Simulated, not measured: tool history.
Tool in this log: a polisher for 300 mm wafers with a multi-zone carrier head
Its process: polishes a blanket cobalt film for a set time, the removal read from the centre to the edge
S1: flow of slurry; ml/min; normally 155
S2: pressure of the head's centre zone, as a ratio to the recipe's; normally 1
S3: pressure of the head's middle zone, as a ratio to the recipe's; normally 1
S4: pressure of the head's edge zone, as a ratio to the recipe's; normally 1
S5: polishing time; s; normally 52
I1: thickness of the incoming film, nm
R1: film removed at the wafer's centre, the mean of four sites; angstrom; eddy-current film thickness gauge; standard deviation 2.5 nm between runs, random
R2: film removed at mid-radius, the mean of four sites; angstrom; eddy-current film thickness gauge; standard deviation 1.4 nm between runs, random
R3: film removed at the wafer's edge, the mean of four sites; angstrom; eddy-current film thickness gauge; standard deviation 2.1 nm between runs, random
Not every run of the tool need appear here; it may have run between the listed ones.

run	hour	S1	S2	S3	S4	S5	I1	R1	R2	R3
1	0	155	1	1.07	0.93	52	818.2	1724	1842	1735
2	33.6	195	1	0.97	1	52	822.3	1851	1790	1803
3	83.3	195	1	0.97	1	52	815.4	1814	1770	1847
4	126.5	155	1	1	1	52	829.1	1680	1656	1737
# hour 137.2: worn pad replaced by a new one
5	164.3	155	1	1	1	52	818.8	1654	1663	1698
# hour 183.2: edge zone pressure recalibrated
6	216.4	155	0.95	1	1	52	832.6	1584	1650	1695
7	253.8	155	0.95	1	1	52	833.4	1533	1636	1717
# hour 317.8: worn pad replaced by a new one
8	318.3	155	1	1	1	52	830.1	1604	1629	1711
# hour 373.4: carrier head's membrane replaced by a new one
9	377.1	155	1	1	1	52	836.5	1583	1616	1712
10	440.8	155	1	1.05	1	52	828.6	1587	1641	1712
# hour 443.5: slurry nozzle cleaned
11	503.2	155	1	1	1	52	828.4	1759	1780	1813
# hour 511.1: worn pad replaced by a new one
# hour 524.8: centre zone pressure recalibrated
12	532.8	155	1.12	0.93	1.11	37	818.4	1389	1197	1334
13	596.3	155	1.1	0.94	1	52	829.9	1865	1658	1783
# hour 607.6: edge zone pressure recalibrated
14	652.7	155	1	1	1	52	830.2	1714	1684	1717
# hour 672.4: worn pad replaced by a new one
15	676.7	155	0.96	1	1	52	818	1589	1683	1709

Predict the results of run 16:
16	700.8	155	0.93	1	1.12	52	834.9	?	?	?

{"run 16": {"R1": 1523, "R2": 1689, "R3": 1871}}
With the hidden condition absent and the run-to-run variation left alone, this run would have shown R1 1687 angstrom, R2 1847 angstrom, R3 1992 angstrom.
